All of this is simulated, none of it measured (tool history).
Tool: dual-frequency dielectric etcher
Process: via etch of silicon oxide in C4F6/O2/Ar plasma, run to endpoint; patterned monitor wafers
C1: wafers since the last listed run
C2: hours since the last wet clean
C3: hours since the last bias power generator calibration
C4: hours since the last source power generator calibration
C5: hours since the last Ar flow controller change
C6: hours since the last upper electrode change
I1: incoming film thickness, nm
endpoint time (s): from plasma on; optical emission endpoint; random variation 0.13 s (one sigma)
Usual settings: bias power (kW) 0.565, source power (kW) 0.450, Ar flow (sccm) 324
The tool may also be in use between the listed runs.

run 1 day=0.000 | bias_power_(kW)=0.454 source_power_(kW)=0.450 Ar_flow_(sccm)=324 | C1=0 C2=44.4 C3=3788.9 C4=71.6 C5=3487.5 C6=1982.2 | I1=86.2 | endpoint_time_(s)=18.5
run 2 day=1.512 | bias_power_(kW)=0.454 source_power_(kW)=0.450 Ar_flow_(sccm)=324 | C1=453 C2=80.7 C3=3825.2 C4=107.9 C5=3523.8 C6=2018.5 | I1=85.0 | endpoint_time_(s)=18.1
run 3 day=5.542 | bias_power_(kW)=0.565 source_power_(kW)=0.450 Ar_flow_(sccm)=324 | C1=1207 C2=177.4 C3=3921.9 C4=204.6 C5=3620.5 C6=2115.2 | I1=86.3 | endpoint_time_(s)=16.1
-- day=8.204 Ar flow controller replaced
run 4 day=9.092 | bias_power_(kW)=0.565 source_power_(kW)=0.450 Ar_flow_(sccm)=379 | C1=989 C2=262.6 C3=4007.1 C4=289.8 C5=21.3 C6=2200.4 | I1=86.0 | endpoint_time_(s)=16.2
run 5 day=13.204 | bias_power_(kW)=0.565 source_power_(kW)=0.510 Ar_flow_(sccm)=251 | C1=1232 C2=361.3 C3=4105.8 C4=388.5 C5=120.0 C6=2299.1 | I1=86.5 | endpoint_time_(s)=14.9
run 6 day=14.742 | bias_power_(kW)=0.636 source_power_(kW)=0.390 Ar_flow_(sccm)=303 | C1=460 C2=398.2 C3=4142.7 C4=425.4 C5=156.9 C6=2336.0 | I1=86.3 | endpoint_time_(s)=15.2
run 7 day=17.871 | bias_power_(kW)=0.565 source_power_(kW)=0.410 Ar_flow_(sccm)=324 | C1=937 C2=473.3 C3=4217.8 C4=500.5 C5=232.0 C6=2411.1 | I1=86.1 | endpoint_time_(s)=16.1
run 8 day=21.338 | bias_power_(kW)=0.666 source_power_(kW)=0.450 Ar_flow_(sccm)=248 | C1=1039 C2=556.5 C3=4301.0 C4=583.7 C5=315.2 C6=2494.3 | I1=87.2 | endpoint_time_(s)=14.0
-- day=22.671 wet clean of the chamber
run 9 day=25.442 | bias_power_(kW)=0.491 source_power_(kW)=0.450 Ar_flow_(sccm)=324 | C1=930 C2=66.5 C3=4399.5 C4=682.2 C5=413.7 C6=2592.8 | I1=86.7 | endpoint_time_(s)=17.4
run 10 day=27.471 | bias_power_(kW)=0.565 source_power_(kW)=0.450 Ar_flow_(sccm)=324 | C1=608 C2=115.2 C3=4448.2 C4=730.9 C5=462.4 C6=2641.5 | I1=86.8 | endpoint_time_(s)=16.3
run 11 day=29.362 | bias_power_(kW)=0.565 source_power_(kW)=0.450 Ar_flow_(sccm)=286 | C1=567 C2=160.6 C3=4493.6 C4=776.3 C5=507.8 C6=2686.9 | I1=86.0 | endpoint_time_(s)=15.7
-- day=32.979 upper electrode replaced
run 12 day=33.183 | bias_power_(kW)=0.697 source_power_(kW)=0.450 Ar_flow_(sccm)=263 | C1=845 C2=252.3 C3=4585.3 C4=868.0 C5=599.5 C6=4.9 | I1=85.9 | endpoint_time_(s)=13.4
run 13 day=35.196 | bias_power_(kW)=0.565 source_power_(kW)=0.450 Ar_flow_(sccm)=324 | C1=603 C2=300.6 C3=4633.6 C4=916.3 C5=647.8 C6=53.2 | I1=86.3 | endpoint_time_(s)=15.9
run 14 day=36.750 | bias_power_(kW)=0.565 source_power_(kW)=0.450 Ar_flow_(sccm)=324 | C1=465 C2=337.9 C3=4670.9 C4=953.6 C5=685.1 C6=90.5 | I1=86.5 | endpoint_time_(s)=15.7
run 15 day=40.796 | bias_power_(kW)=0.565 source_power_(kW)=0.450 Ar_flow_(sccm)=248 | C1=1212 C2=435.0 C3=4768.0 C4=1050.7 C5=782.2 C6=187.6 | I1=86.6 | endpoint_time_(s)=15.1
run 16 day=42.338 | bias_power_(kW)=0.474 source_power_(kW)=0.350 Ar_flow_(sccm)=324 | C1=462 C2=472.0 C3=4805.0 C4=1087.7 C5=819.2 C6=224.6 | I1=86.7 | endpoint_time_(s)=18.7
-- day=44.742 bias power generator calibrated
run 17 day=45.846 | bias_power_(kW)=0.603 source_power_(kW)=0.350 Ar_flow_(sccm)=346 | C1=1001 C2=556.2 C3=26.5 C4=1171.9 C5=903.4 C6=308.8 | I1=85.7 | endpoint_time_(s)=16.0
run 18 day=48.075 | bias_power_(kW)=0.637 source_power_(kW)=0.360 Ar_flow_(sccm)=393 | C1=668 C2=609.7 C3=80.0 C4=1225.4 C5=956.9 C6=362.3 | I1=85.8 | endpoint_time_(s)=15.6
run 19 day=50.550 | bias_power_(kW)=0.565 source_power_(kW)=0.450 Ar_flow_(sccm)=324 | C1=741 C2=669.1 C3=139.4 C4=1284.8 C5=1016.3 C6=421.7 | I1=86.2 | endpoint_time_(s)=15.6
-- day=53.275 wet clean of the chamber
run 20 day=53.296 | bias_power_(kW)=0.522 source_power_(kW)=0.480 Ar_flow_(sccm)=293 | C1=523 C2=0.5 C3=205.3 C4=1350.7 C5=1082.2 C6=487.6 | I1=86.1 | endpoint_time_(s)=16.5
run 21 day=56.004 | bias_power_(kW)=0.623 source_power_(kW)=0.500 Ar_flow_(sccm)=290 | C1=811 C2=65.5 C3=270.3 C4=1415.7 C5=1147.2 C6=552.6 | I1=86.6 | endpoint_time_(s)=14.7
run 22 day=58.975 | bias_power_(kW)=0.565 source_power_(kW)=0.450 Ar_flow_(sccm)=324 | C1=890 C2=136.8 C3=341.6 C4=1487.0 C5=1218.5 C6=623.9 | I1=87.8 | endpoint_time_(s)=16.2

Forecast run 23:
run 23 day=62.638 | bias_power_(kW)=0.565 source_power_(kW)=0.520 Ar_flow_(sccm)=279 | C1=1097 C2=224.7 C3=429.5 C4=1574.9 C5=1306.4 C6=711.8 | I1=85.5 | endpoint_time_(s)=?

{"run 23": {"endpoint time (s)": 14.9}}
Without the tool's hidden state the same run would have given endpoint time (s) 15.1.
